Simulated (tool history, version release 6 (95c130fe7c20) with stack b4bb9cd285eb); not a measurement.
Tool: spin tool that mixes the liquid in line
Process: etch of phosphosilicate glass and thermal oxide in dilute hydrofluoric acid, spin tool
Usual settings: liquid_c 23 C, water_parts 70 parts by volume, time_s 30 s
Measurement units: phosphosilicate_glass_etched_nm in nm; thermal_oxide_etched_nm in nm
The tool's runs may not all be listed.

| run | hour | liquid_c | water_parts | time_s | wafers since the last listed run | hours since the thermometer was replaced | hours since the hydrofluoric acid flow meter was replaced | hours since the gauge calibration | read-back film thickness of the phosphosilicate glass reference wafer, read on the same gauge (nm) | read-back film thickness of the thermal oxide reference wafer, read on the same gauge (nm) | phosphosilicate_glass_etched_nm | thermal_oxide_etched_nm |
|---|---|---|---|---|---|---|---|---|---|---|---|---|
| 1 | 0 | 23 | 70 | 30 | 0 | 1795.5 | 1179 | 1193.7 | 89.97 | 130.013 | 39.64 | 1.828 |
|  | 154.9 | hydrofluoric acid flow meter replaced |
| 2 | 224 | 23 | 70 | 30 | 3263 | 2019.5 | 69.1 | 1417.7 | 89.97 | 130 | 42.26 | 2.016 |
| 3 | 265.3 | 23 | 60 | 30 | 604 | 2060.8 | 110.4 | 1459 | 89.99 | 129.995 | 50.44 | 2.368 |
| 4 | 304.8 | 23 | 60 | 30 | 577 | 2100.3 | 149.9 | 1498.5 | 90 | 129.994 | 49.65 | 2.342 |
| 5 | 373.3 | 23 | 60 | 30 | 1002 | 2168.8 | 218.4 | 1567 | 89.99 | 129.973 | 50.89 | 2.322 |
| 6 | 444.8 | 23 | 70 | 40 | 1046 | 2240.3 | 289.9 | 1638.5 | 90.01 | 129.993 | 56.58 | 2.646 |
| 7 | 500.3 | 23 | 70 | 30 | 812 | 2295.8 | 345.4 | 1694 | 89.99 | 129.994 | 41.54 | 1.97 |
| 8 | 577.1 | 23 | 70 | 30 | 1123 | 2372.6 | 422.2 | 1770.8 | 89.99 | 129.989 | 40.91 | 1.969 |
| 9 | 676.9 | 23 | 70 | 30 | 1460 | 2472.4 | 522 | 1870.6 | 90 | 130.008 | 40.41 | 1.915 |
| 10 | 724.9 | 23 | 70 | 30 | 702 | 2520.4 | 570 | 1918.6 | 89.99 | 129.993 | 41.08 | 1.935 |
| 11 | 765.7 | 23 | 70 | 30 | 597 | 2561.2 | 610.8 | 1959.4 | 89.98 | 130.015 | 41 | 1.931 |
| 12 | 813.7 | 23 | 70 | 30 | 702 | 2609.2 | 658.8 | 2007.4 | 89.98 | 129.996 | 40.44 | 1.901 |
|  | 870.6 | gauge calibrated |
| 13 | 877 | 27 | 70 | 20 | 926 | 2672.5 | 722.1 | 6.4 | 90.01 | 129.999 | 31.58 | 1.504 |
| 14 | 948.4 | 23 | 70 | 25 | 1044 | 2743.9 | 793.5 | 77.8 | 90.03 | 130.012 | 33.45 | 1.567 |
| 15 | 1008.1 | 20 | 70 | 30 | 873 | 2803.6 | 853.2 | 137.5 | 90.02 | 130.006 | 35.81 | 1.653 |
|  | 1017.7 | thermometer replaced |
| 16 | 1045.1 | 23 | 70 | 30 | 526 | 27.4 | 890.2 | 174.5 | 89.98 | 130.001 | 39.94 | 1.888 |
| 17 | 1113.3 | 21.5 | 40 | 45 | 997 | 95.6 | 958.4 | 242.7 | 90 | 129.989 | 102.94 | 4.797 |
| 18 | 1191.9 | 23 | 70 | 20 | 1150 | 174.2 | 1037 | 321.3 | 89.97 | 130.005 | 26.19 | 1.218 |
| 19 | 1233.6 | 23 | 70 | 30 | 610 | 215.9 | 1078.7 | 363 | 89.98 | 129.997 | 38.54 | 1.841 |
| 20 | 1329.5 | 23 | 60 | 30 | 1403 | 311.8 | 1174.6 | 458.9 | 89.99 | 130.009 | 45.82 | 2.154 |
|  | 1420.5 | hydrofluoric acid flow meter replaced |
| 21 | 1435.8 | 25.5 | 50 | 45 | 1540 | 418.1 | 15.3 | 565.2 | 89.98 | 130.009 | 101.53 | 4.657 |
| 22 | 1529.4 | 24.5 | 55 | 50 | 1369 | 511.7 | 108.9 | 658.8 | 89.97 | 130.012 | 96.68 | 4.546 |
| 23 | 1636.2 | 23 | 70 | 30 | 1562 | 618.5 | 215.7 | 765.6 | 90 | 130.007 | 41.36 | 1.95 |
| 24 | 1708.5 | 23 | 55 | 50 | 1057 | 690.8 | 288 | 837.9 | 90 | 129.988 | 90.78 | 4.28 |
| 25 | 1807.7 | 19 | 70 | 30 | 1451 | 790 | 387.2 | 937.1 | 89.99 | 130.005 | 34.99 | 1.659 |

Consider 3 possible next runs. They are alternatives, not a sequence: every one starts from the tool as it was left by run 25. What does each give?
| A | 1808.1 | 23 | 70 | 30 | 5 | 790.4 | 387.6 | 937.5 | ? | ? | ? | ? |
| B | 1808.1 | 20 | 105 | 25 | 5 | 790.4 | 387.6 | 937.5 | ? | ? | ? | ? |
| C | 1808.1 | 21.5 | 70 | 20 | 5 | 790.4 | 387.6 | 937.5 | ? | ? | ? | ? |

| run | read-back film thickness of the phosphosilicate glass reference wafer, read on the same gauge (nm) | read-back film thickness of the thermal oxide reference wafer, read on the same gauge (nm) | phosphosilicate_glass_etched_nm | thermal_oxide_etched_nm |
|---|---|---|---|---|
| A | 90.02 | 129.989 | 40.95 | 1.915 |
| B | 90.02 | 129.989 | 19.28 | 0.902 |
| C | 90.02 | 129.989 | 25.67 | 1.201 |
What these runs would have given with no unlogged condition in the tool:
| run | phosphosilicate_glass_etched_nm | thermal_oxide_etched_nm |
|---|---|---|
| A | 43.12 | 2.017 |
| B | 20.33 | 0.951 |
| C | 27.03 | 1.264 |
